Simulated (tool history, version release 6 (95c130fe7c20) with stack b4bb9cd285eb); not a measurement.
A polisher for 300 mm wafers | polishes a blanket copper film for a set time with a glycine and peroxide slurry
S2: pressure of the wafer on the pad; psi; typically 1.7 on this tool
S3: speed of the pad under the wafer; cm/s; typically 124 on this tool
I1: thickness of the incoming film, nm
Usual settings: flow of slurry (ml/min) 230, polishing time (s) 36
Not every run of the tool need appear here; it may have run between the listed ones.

Run 1, hour 0: usual settings but flow of slurry (ml/min) 210; I1 1361.1. Result: film removed (Å) 1205.
Run 2, hour 16: usual settings; I1 1355.3. Result: film removed (Å) 1219.
Run 3, hour 27.5: usual settings but S2 1.5 psi; I1 1387.4. Result: film removed (Å) 1115.
Run 4, hour 44.8: usual settings but S2 1.5 psi, S3 142 cm/s; I1 1375.7. Result: film removed (Å) 1215.
Run 5, hour 57.3: usual settings; I1 1351.1. Result: film removed (Å) 1190.
Run 6, hour 70.8: usual settings; I1 1363.1. Result: film removed (Å) 1207.
Run 7, hour 77.9: usual settings; I1 1382. Result: film removed (Å) 1216.
At hour 87.8: worn pad replaced by a new one.
Run 8, hour 88.3: usual settings but S2 1.3 psi, S3 156 cm/s; I1 1378.2. Result: film removed (Å) 1156.
Run 9, hour 94.7: usual settings; I1 1386.8. Result: film removed (Å) 1200.
Run 10, hour 101.4: usual settings; I1 1377.7. Result: film removed (Å) 1205.
Run 11, hour 108.8: usual settings; I1 1350.4. Result: film removed (Å) 1176.
Run 12, hour 124.4: usual settings but S3 108 cm/s; I1 1378.1. Result: film removed (Å) 1068.
Run 13, hour 135.8: usual settings but S3 108 cm/s; I1 1364.6. Result: film removed (Å) 1083.
Run 14, hour 149.3: usual settings but S3 138 cm/s; I1 1382.3. Result: film removed (Å) 1310.
Run 15, hour 158.1: usual settings but S3 138 cm/s; I1 1358.5. Result: film removed (Å) 1284.
Run 16, hour 175.5: usual settings but S3 138 cm/s; I1 1347.5. Result: film removed (Å) 1259.
At hour 195.3: worn pad replaced by a new one.
Run 17, hour 217.7: usual settings; I1 1365.9. Result: film removed (Å) 1155.
At hour 227.9: head pressure recalibrated.
Run 18, hour 244.6: usual settings but flow of slurry (ml/min) 205; I1 1371.9. Result: film removed (Å) 1120.
Run 19, hour 251.2: usual settings but flow of slurry (ml/min) 170, S2 1.5 psi; I1 1389.2. Result: film removed (Å) 953.
Run 20, hour 260.4: usual settings but flow of slurry (ml/min) 300, polishing time (s) 28; I1 1355.6. Result: film removed (Å) 936.
At hour 277.7: slurry nozzle cleaned.
Run 21, hour 278.2: usual settings but flow of slurry (ml/min) 190, S2 2.1 psi, S3 168 cm/s, polishing time (s) 41; I1 1372.4. Result: film removed (Å) 2232.
At hour 290.4: worn pad replaced by a new one.
Run 22, hour 292.4: usual settings but flow of slurry (ml/min) 300, S2 1.3 psi; I1 1376.2. Result: film removed (Å) 1103.
Run 23, hour 320.7: usual settings; I1 1361.4. Result: film removed (Å) 1305.
Run 24, hour 331.2: usual settings; I1 1361. Result: film removed (Å) 1300.
Run 25, hour 344.3: usual settings but S2 1.2 psi; I1 1381.8. Result: film removed (Å) 993.
Run 26, hour 361.6: usual settings but S2 1.1 psi, polishing time (s) 40; I1 1364.3. Result: film removed (Å) 1056.
Run 27, hour 377.7: usual settings but S3 100 cm/s, polishing time (s) 42; I1 1383.2. Result: film removed (Å) 1279.
At hour 390.3: worn pad replaced by a new one.
Run 28, hour 393.5: usual settings but S2 1.9 psi, S3 104 cm/s; I1 1341.8. Result: film removed (Å) 1232.
Run 29, hour 404.5: usual settings; I1 1385.7. Result: film removed (Å) 1282.
Run 30, hour 421.6: usual settings but flow of slurry (ml/min) 180, S2 1.9 psi, S3 80 cm/s, polishing time (s) 29; I1 1365.9. Result: film removed (Å) 785.
Run 31, hour 434.6: usual settings but flow of slurry (ml/min) 180; I1 1368.8. Result: film removed (Å) 1217.
Run 32, hour 440.6: usual settings but flow of slurry (ml/min) 200, S2 1.5 psi, S3 112 cm/s, polishing time (s) 43; I1 1351. Result: film removed (Å) 1261.
Run 33, hour 450.1: usual settings but flow of slurry (ml/min) 265; I1 1351.8. Result: film removed (Å) 1326.
At hour 491.1: worn pad replaced by a new one.
Run 34, hour 499.2: usual settings; I1 1372.2. Result: film removed (Å) 1279.
Run 35, hour 507: usual settings but S2 1.3 psi; I1 1370.8. Result: film removed (Å) 1068.
Run 36, hour 516.1: usual settings; I1 1344.9. Result: film removed (Å) 1275.

Consider 5 possible next runs. They are alternatives, not a sequence: every one starts from the tool as it was left by run 36. What does each give?
Run A, hour 516.5: usual settings; I1 1389.2. Result: film removed (Å) ?.
Run B, hour 516.5: usual settings but flow of slurry (ml/min) 195, S2 2 psi, S3 154 cm/s, polishing time (s) 23; I1 1389.2. Result: film removed (Å) ?.
Run C, hour 516.5: usual settings but flow of slurry (ml/min) 185, S3 82 cm/s; I1 1389.2. Result: film removed (Å) ?.
Run D, hour 516.5: usual settings but flow of slurry (ml/min) 260, S2 1.4 psi, S3 158 cm/s, polishing time (s) 32; I1 1389.2. Result: film removed (Å) ?.
Run E, hour 516.5: usual settings but flow of slurry (ml/min) 170, S2 1.4 psi, S3 100 cm/s, polishing time (s) 26; I1 1389.2. Result: film removed (Å) ?.

run  film removed (Å)
  A              1285
  B              1086
  C               910
  D              1208
  E               647
Take away the tool's hidden state, keep each run's random variation, and the runs would have read:
run  film removed (Å)
  A              1323
  B              1123
  C               943
  D              1239
  E               673

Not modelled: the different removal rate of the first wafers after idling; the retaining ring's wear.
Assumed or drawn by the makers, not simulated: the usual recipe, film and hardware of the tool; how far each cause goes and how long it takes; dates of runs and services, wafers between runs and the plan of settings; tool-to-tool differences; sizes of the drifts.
